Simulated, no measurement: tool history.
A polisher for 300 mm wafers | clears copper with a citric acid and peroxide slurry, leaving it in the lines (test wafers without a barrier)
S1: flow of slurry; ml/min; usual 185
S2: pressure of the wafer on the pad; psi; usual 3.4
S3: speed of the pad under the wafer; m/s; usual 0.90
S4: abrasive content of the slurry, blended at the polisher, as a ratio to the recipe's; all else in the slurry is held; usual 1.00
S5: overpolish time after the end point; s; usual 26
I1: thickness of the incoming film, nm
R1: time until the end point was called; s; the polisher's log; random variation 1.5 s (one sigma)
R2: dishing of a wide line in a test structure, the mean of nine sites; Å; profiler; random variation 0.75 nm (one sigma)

run     day   S1   S2    S3    S4  S5     I1     R1   R2
  1   0.000  185  3.4  0.90  1.00  32  254.6  108.9  503
  2   1.975  160  3.4  0.90  1.00  26  253.5  112.6  404
  3   6.150  160  3.4  0.90  1.00  26  255.9  112.7  400
  4   8.092  185  3.4  0.90  1.00  26  252.3  109.6  390
  5  10.962  185  3.4  0.90  1.00  26  253.3  112.0  399
     11.862  -- slurry blender recalibrated
  6  14.275  185  3.4  0.90  1.00  26  252.7  104.2  425
     17.392  -- slurry nozzle cleaned
  7  18.304  185  3.4  0.90  1.00  26  254.7  106.0  427
     18.933  -- worn pad replaced by a new one
  8  21.700  185  3.4  0.78  1.00  17  257.4  127.0  253
  9  24.404  185  3.4  0.78  1.00  17  252.1  124.9  253
 10  28.633  185  3.4  0.78  1.00  17  255.9  128.7  247
 11  30.267  185  4.5  0.90  1.00  26  256.2   89.0  520
     31.729  -- slurry blender recalibrated
 12  33.471  185  3.4  0.90  1.00  26  253.7  105.5  416
     36.296  -- worn pad replaced by a new one, of another model than before
 13  37.892  185  3.4  0.90  1.00  41  250.0  108.9  593
     40.546  -- head pressure recalibrated
 14  42.217  120  4.4  0.90  1.00  41  256.7  111.5  631
 15  44.133  185  3.4  0.90  1.00  26  256.3  111.7  407
 16  46.000  120  4.4  0.90  1.00  41  252.9  112.8  623
     47.425  -- slurry nozzle cleaned
 17  48.800  210  3.1  0.78  1.00  32  253.2  124.3  425
 18  53.088  120  3.4  0.90  1.20  26  254.2  136.9  343
     54.188  -- slurry blender recalibrated
 19  54.767  185  3.4  0.90  1.00  34  252.7  107.2  529
 20  57.458  185  3.4  0.90  1.00  26  253.9  105.2  418
     58.938  -- worn pad replaced by a new one
 21  60.504  145  4.6  0.90  1.20  16  253.5   89.3  338
 22  64.267  185  3.4  0.90  1.00  26  251.3  109.3  410
 23  67.238  135  2.8  0.90  1.10  26  250.7  140.1  326
 24  68.988  135  2.8  0.90  0.75  11  253.9  151.1  137
 25  71.088  155  3.4  0.90  1.00  26  259.1  123.9  383
     74.592  -- slurry blender recalibrated
 26  77.912  155  2.5  0.82  0.90  26  254.9  155.6  297
     78.392  -- slurry nozzle cleaned
 27  79.821  185  3.4  0.90  1.00  37  258.0  107.0  567

Forecast each of these 5 alternatives for the next run:
  A  79.842  185  3.4  0.90  1.00  26  257.9   ?   ?
  B  79.842  185  3.4  1.14  1.00  26  257.9   ?   ?
  C  79.842  145  3.4  0.72  0.70  11  257.9   ?   ?
  D  79.842  130  3.4  0.90  1.00  26  257.9   ?   ?
  E  79.842  125  3.4  0.90  1.00  26  257.9   ?   ?

run     R1   R2
  A  106.6  426
  B   92.9  478
  C  143.5  148
  D  122.0  379
  E  125.2  371
Without the tool's hidden state the same runs would have given:
run     R1   R2
  A  104.0  435
  B   90.6  488
  C  140.2  152
  D  119.1  387
  E  122.2  379
